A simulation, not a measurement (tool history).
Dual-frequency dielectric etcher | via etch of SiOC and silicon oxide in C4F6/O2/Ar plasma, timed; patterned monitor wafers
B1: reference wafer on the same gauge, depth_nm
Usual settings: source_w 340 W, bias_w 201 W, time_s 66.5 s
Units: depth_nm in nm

run 1 hour=0.0 | source_w=340 bias_w=201 time_s=66.5 | B1=64 | depth_nm=73.5
run 2 hour=13.0 | source_w=340 bias_w=201 time_s=66.5 | B1=64 | depth_nm=73.5
run 3 hour=22.0 | source_w=340 bias_w=201 time_s=66.5 | B1=64 | depth_nm=73.4
run 4 hour=39.3 | source_w=340 bias_w=201 time_s=66.5 | B1=64 | depth_nm=73.8
run 5 hour=49.4 | source_w=340 bias_w=201 time_s=66.5 | B1=64 | depth_nm=73.6
run 6 hour=57.4 | source_w=340 bias_w=201 time_s=75.0 | B1=64 | depth_nm=83.1
run 7 hour=68.1 | source_w=340 bias_w=201 time_s=75.0 | B1=64 | depth_nm=83.1
-- hour=96.9 bias power generator calibrated
-- hour=104.9 upper electrode replaced
run 8 hour=105.4 | source_w=340 bias_w=201 time_s=75.0 | B1=64 | depth_nm=83.6
run 9 hour=110.6 | source_w=290 bias_w=201 time_s=57.5 | B1=64 | depth_nm=60.3
run 10 hour=128.6 | source_w=340 bias_w=244 time_s=80.0 | B1=64 | depth_nm=95.2
run 11 hour=140.1 | source_w=390 bias_w=158 time_s=47.0 | B1=64 | depth_nm=50.5
-- hour=151.9 source power generator calibrated
-- hour=170.3 wet clean of the chamber
run 12 hour=170.8 | source_w=340 bias_w=201 time_s=75.0 | B1=64 | depth_nm=82.6
run 13 hour=171.1 | source_w=290 bias_w=169 time_s=86.0 | B1=64 | depth_nm=83.8
run 14 hour=172.4 | source_w=340 bias_w=182 time_s=66.5 | B1=64 | depth_nm=70.3
-- hour=178.4 gauge calibrated
run 15 hour=183.3 | source_w=340 bias_w=201 time_s=66.5 | B1=64 | depth_nm=73.0
run 16 hour=191.1 | source_w=380 bias_w=201 time_s=81.0 | B1=64 | depth_nm=92.5
run 17 hour=204.9 | source_w=260 bias_w=187 time_s=55.0 | B1=64 | depth_nm=53.5
run 18 hour=212.9 | source_w=380 bias_w=214 time_s=59.0 | B1=64 | depth_nm=69.0
run 19 hour=228.1 | source_w=340 bias_w=201 time_s=66.5 | B1=64 | depth_nm=73.3

3 ways to go on from here, each from the tool as it stands after run 19. What would each give?
run A hour=228.5 | source_w=340 bias_w=201 time_s=66.5 | B1=? | depth_nm=?
run B hour=228.5 | source_w=410 bias_w=153 time_s=66.5 | B1=? | depth_nm=?
run C hour=228.5 | source_w=280 bias_w=235 time_s=66.5 | B1=? | depth_nm=?

run=A B1=64 depth_nm=73.2
run=B B1=64 depth_nm=71.3
run=C B1=64 depth_nm=72.4
Without the tool's hidden state the same runs would have given:
run=A depth_nm=72.8
run=B depth_nm=70.8
run=C depth_nm=71.9
